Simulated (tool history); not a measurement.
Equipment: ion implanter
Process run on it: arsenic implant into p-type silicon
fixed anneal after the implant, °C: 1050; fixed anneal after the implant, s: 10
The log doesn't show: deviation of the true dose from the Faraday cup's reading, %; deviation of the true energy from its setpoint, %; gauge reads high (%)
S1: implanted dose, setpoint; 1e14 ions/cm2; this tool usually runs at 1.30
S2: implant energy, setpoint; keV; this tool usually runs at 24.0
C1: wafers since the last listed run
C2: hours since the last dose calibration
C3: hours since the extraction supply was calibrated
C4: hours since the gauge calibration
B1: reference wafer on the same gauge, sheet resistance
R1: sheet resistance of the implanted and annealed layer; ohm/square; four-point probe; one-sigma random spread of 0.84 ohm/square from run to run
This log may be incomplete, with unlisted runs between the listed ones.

| run | day | S1 | S2 | C1 | C2 | C3 | C4 | B1 | R1 |
|---|---|---|---|---|---|---|---|---|---|
| 1 | 0.000 | 1.30 | 24.0 | 0 | 326.4 | 4623.5 | 22.9 | 497.76 | 551.56 |
| 2 | 1.371 | 1.30 | 24.0 | 1098 | 359.3 | 4656.4 | 55.8 | 497.84 | 553.20 |
| 3 | 1.975 | 1.30 | 24.0 | 483 | 373.8 | 4670.9 | 70.3 | 498.16 | 552.91 |
| 4 | 3.388 | 1.30 | 24.0 | 1131 | 407.7 | 4704.8 | 104.2 | 498.02 | 551.52 |
| 5 | 4.867 | 1.30 | 24.0 | 1184 | 443.2 | 4740.3 | 139.7 | 497.86 | 550.99 |
| 6 | 5.508 | 1.30 | 24.0 | 514 | 458.6 | 4755.7 | 155.1 | 497.99 | 551.27 |
| 7 | 6.108 | 1.30 | 24.0 | 480 | 473.0 | 4770.1 | 169.5 | 497.95 | 550.35 |
| 8 | 7.167 | 1.15 | 22.0 | 847 | 498.4 | 4795.5 | 194.9 | 497.80 | 611.04 |
| 9 | 8.067 | 1.15 | 22.0 | 720 | 520.0 | 4817.1 | 216.5 | 498.01 | 610.89 |
| 10 | 9.050 | 1.30 | 24.0 | 787 | 543.6 | 4840.7 | 240.1 | 498.07 | 550.54 |
| 11 | 10.483 | 1.30 | 24.0 | 1148 | 578.0 | 4875.1 | 274.5 | 497.89 | 551.68 |
| 12 | 11.712 | 1.30 | 24.0 | 984 | 607.5 | 4904.6 | 304.0 | 498.03 | 550.92 |
| 13 | 12.367 | 1.30 | 24.0 | 524 | 623.2 | 4920.3 | 319.7 | 498.00 | 552.19 |
| 14 | 13.062 | 1.30 | 24.0 | 557 | 639.9 | 4937.0 | 336.4 | 497.84 | 551.65 |
| 15 | 14.433 | 1.65 | 18.0 | 1098 | 672.8 | 4969.9 | 369.3 | 498.19 | 482.35 |
| 16 | 17.492 | 1.30 | 24.0 | 2449 | 746.2 | 5043.3 | 442.7 | 497.78 | 550.04 |
|  | 17.883 | extraction supply calibrated |
| 17 | 18.658 | 1.15 | 22.0 | 667 | 774.2 | 18.6 | 470.7 | 497.81 | 609.77 |
| 18 | 19.567 | 1.00 | 24.0 | 727 | 796.0 | 40.4 | 492.5 | 497.92 | 660.79 |
| 19 | 20.971 | 0.93 | 16.0 | 1124 | 829.7 | 74.1 | 526.2 | 498.41 | 744.83 |
| 20 | 21.612 | 1.00 | 16.5 | 514 | 845.1 | 89.5 | 541.6 | 498.01 | 703.76 |
| 21 | 22.475 | 1.30 | 24.0 | 690 | 865.8 | 110.2 | 562.3 | 497.85 | 550.01 |
|  | 22.892 | gauge calibrated |
| 22 | 23.092 | 1.43 | 17.0 | 494 | 880.6 | 125.0 | 4.8 | 497.79 | 540.00 |
| 23 | 23.754 | 1.48 | 24.0 | 530 | 896.5 | 140.9 | 20.7 | 498.19 | 501.38 |
|  | 24.208 | Faraday cup replaced and dose calibrated |
| 24 | 24.450 | 1.61 | 27.5 | 290 | 5.8 | 157.6 | 37.4 | 498.21 | 469.12 |
| 25 | 25.404 | 0.98 | 32.0 | 764 | 28.7 | 180.5 | 60.3 | 498.05 | 645.65 |
| 26 | 26.604 | 1.30 | 16.0 | 961 | 57.5 | 209.3 | 89.1 | 497.99 | 592.64 |
| 27 | 29.092 | 1.55 | 24.0 | 1992 | 117.2 | 269.0 | 148.8 | 497.98 | 490.12 |
| 28 | 29.950 | 1.30 | 24.0 | 687 | 137.8 | 289.6 | 169.4 | 498.06 | 556.33 |
| 29 | 31.446 | 1.05 | 31.5 | 1198 | 173.7 | 325.5 | 205.3 | 498.15 | 614.01 |

For each entry between runs, how does the tool's hidden state at the last listed run before it compare with that at the first listed run after it?
Logged between run 16 and run 17: extraction supply calibrated (day 17.883)
  deviation of the true dose from the Faraday cup's reading, %: 2.03 -> 2.05
  measured less the result without the state, R1: -7.96 -> -8.83 ohm/square
Logged between run 21 and run 22: gauge calibrated (day 22.892)
  both runs share identical hidden conditions
  measured less the result without the state, R1: -8.21 -> -8.40 ohm/square
Logged between run 23 and run 24: Faraday cup replaced and dose calibrated (day 24.208)
  deviation of the true dose from the Faraday cup's reading, %: 2.11 -> -0.287
  measured less the result without the state, R1: -7.64 -> +0.97 ohm/square

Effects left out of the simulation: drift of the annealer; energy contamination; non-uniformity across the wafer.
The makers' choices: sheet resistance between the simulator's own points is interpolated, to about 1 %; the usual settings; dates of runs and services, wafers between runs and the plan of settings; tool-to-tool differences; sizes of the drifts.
